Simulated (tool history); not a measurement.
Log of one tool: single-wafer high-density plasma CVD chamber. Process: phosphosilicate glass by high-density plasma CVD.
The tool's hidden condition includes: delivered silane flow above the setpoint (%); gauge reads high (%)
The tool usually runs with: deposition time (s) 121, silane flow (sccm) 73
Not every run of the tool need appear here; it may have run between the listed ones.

run     day  deposition time (s)  silane flow (sccm)  wafers since the last listed run  hours since the silane flow controller was replaced  hours since the gauge calibration  read-back reference wafer on the same gauge, thickness_nm  mean film thickness on the monitor wafer (nm)
  1   0.000                  112                  73                                 0                                               1608.5                              888.9                                                    844.139                                        754.527
  2   3.900                  112                  73                              1318                                               1702.1                              982.5                                                    842.296                                        748.647
  3   6.525                  136                  73                               887                                               1765.1                             1045.5                                                    842.621                                        909.760
  4   8.529                  136                  73                               677                                               1813.2                             1093.6                                                    844.334                                        912.736
  5  10.433                  136                  73                               643                                               1858.9                             1139.3                                                    843.281                                        912.200
  6  12.929                  121                  73                               843                                               1918.8                             1199.2                                                    841.729                                        801.754
  7  15.367                  121                  73                               823                                               1977.3                             1257.7                                                    841.928                                        808.232
  8  18.112                  121                  73                               928                                               2043.2                             1323.6                                                    842.720                                        802.685
  9  19.829                  121                  73                               580                                               2084.4                             1364.8                                                    843.484                                        802.885
 10  20.938                  121                  73                               374                                               2111.0                             1391.4                                                    842.146                                        800.768
 11  22.479                  121                  73                               521                                               2148.0                             1428.4                                                    842.775                                        803.974
 12  24.117                  121                  73                               553                                               2187.3                             1467.7                                                    842.555                                        800.412
 13  25.708                  132                  73                               538                                               2225.5                             1505.9                                                    843.639                                        885.870
 14  28.529                  102                  73                               953                                               2293.2                             1573.6                                                    841.167                                        676.320
 15  30.971                  102                  73                               825                                               2351.8                             1632.2                                                    842.905                                        681.526
     31.642  -- silane flow controller replaced
     35.192  -- gauge calibrated
 16  37.354                  121                  73                              2045                                                137.1                               51.9                                                    843.249                                        851.500
 17  39.183                  121                  73                               618                                                181.0                               95.8                                                    842.610                                        855.232
 18  42.121                  121                  62                               992                                                251.5                              166.3                                                    843.330                                        719.825
 19  43.246                  121                  62                               380                                                278.5                              193.3                                                    841.628                                        719.557
 20  45.592                  121                  62                               792                                                334.8                              249.6                                                    844.848                                        718.523
 21  48.458                  106                  73                               969                                                403.6                              318.4                                                    843.588                                        743.665
 22  50.067                  121                  73                               543                                                442.2                              357.0                                                    840.956                                        849.173
 23  52.312                  121                  73                               759                                                496.1                              410.9                                                    845.839                                        847.924
 24  53.612                  121                  73                               439                                                527.3                              442.1                                                    844.155                                        835.113
 25  54.904                  121                  73                               436                                                558.3                              473.1                                                    844.049                                        840.000
 26  56.017                  112                  73                               376                                                585.0                              499.8                                                    841.836                                        784.128
 27  58.038                  106                  87                               683                                                633.5                              548.3                                                    841.869                                        880.932
 28  59.292                  121                  73                               423                                                663.6                              578.4                                                    844.271                                        846.150
 29  60.704                  106                  61                               477                                                697.5                              612.3                                                    841.904                                        612.317
 30  62.321                  121                  73                               546                                                736.3                              651.1                                                    842.614                                        848.502
 31  66.388                  106                  60                              1374                                                833.9                              748.7                                                    841.337                                        603.069
 32  69.175                  134                  60                               942                                                900.8                              815.6                                                    842.867                                        758.236
 33  71.012                  102                  87                               621                                                944.9                              859.7                                                    843.526                                        836.921
 34  72.842                  121                  60                               618                                                988.8                              903.6                                                    842.808                                        687.201
 35  74.154                  127                  62                               443                                               1020.3                              935.1                                                    841.986                                        749.886
 36  75.962                  131                  73                               611                                               1063.7                              978.5                                                    843.568                                        899.174
 37  78.167                  106                  78                               745                                               1116.6                             1031.4                                                    842.359                                        780.851
 38  79.825                  109                  66                               560                                               1156.4                             1071.2                                                    842.746                                        675.612
 39  82.071                  121                  73                               759                                               1210.3                             1125.1                                                    842.633                                        831.997
 40  85.021                  121                  77                               997                                               1281.1                             1195.9                                                    841.660                                        873.441
 41  86.696                   99                  69                               566                                               1321.3                             1236.1                                                    842.404                                        634.923
 42  88.004                  132                  80                               442                                               1352.7                             1267.5                                                    842.906                                       1000.240
 43  90.454                  130                  81                               828                                               1411.5                             1326.3                                                    840.161                                        981.431
 44  92.962                  110                  86                               847                                               1471.7                             1386.5                                                    845.043                                        886.043

Alternative continuations, all from the tool just after run 44; predict every row:
  A  92.979                  121                  73                                 5                                               1472.1                             1386.9                                                          ?                                              ?
  B  92.979                  100                  73                                 5                                               1472.1                             1386.9                                                          ?                                              ?
  C  92.979                  141                  60                                 5                                               1472.1                             1386.9                                                          ?                                              ?

run  read-back reference wafer on the same gauge, thickness_nm  mean film thickness on the monitor wafer (nm)
  A                                                    841.102                                        825.828
  B                                                    841.102                                        682.502
  C                                                    841.102                                        790.955
Had the tool no hidden state, the same runs would have come out as:
run  mean film thickness on the monitor wafer (nm)
  A                                        850.772
  B                                        703.117
  C                                        814.845
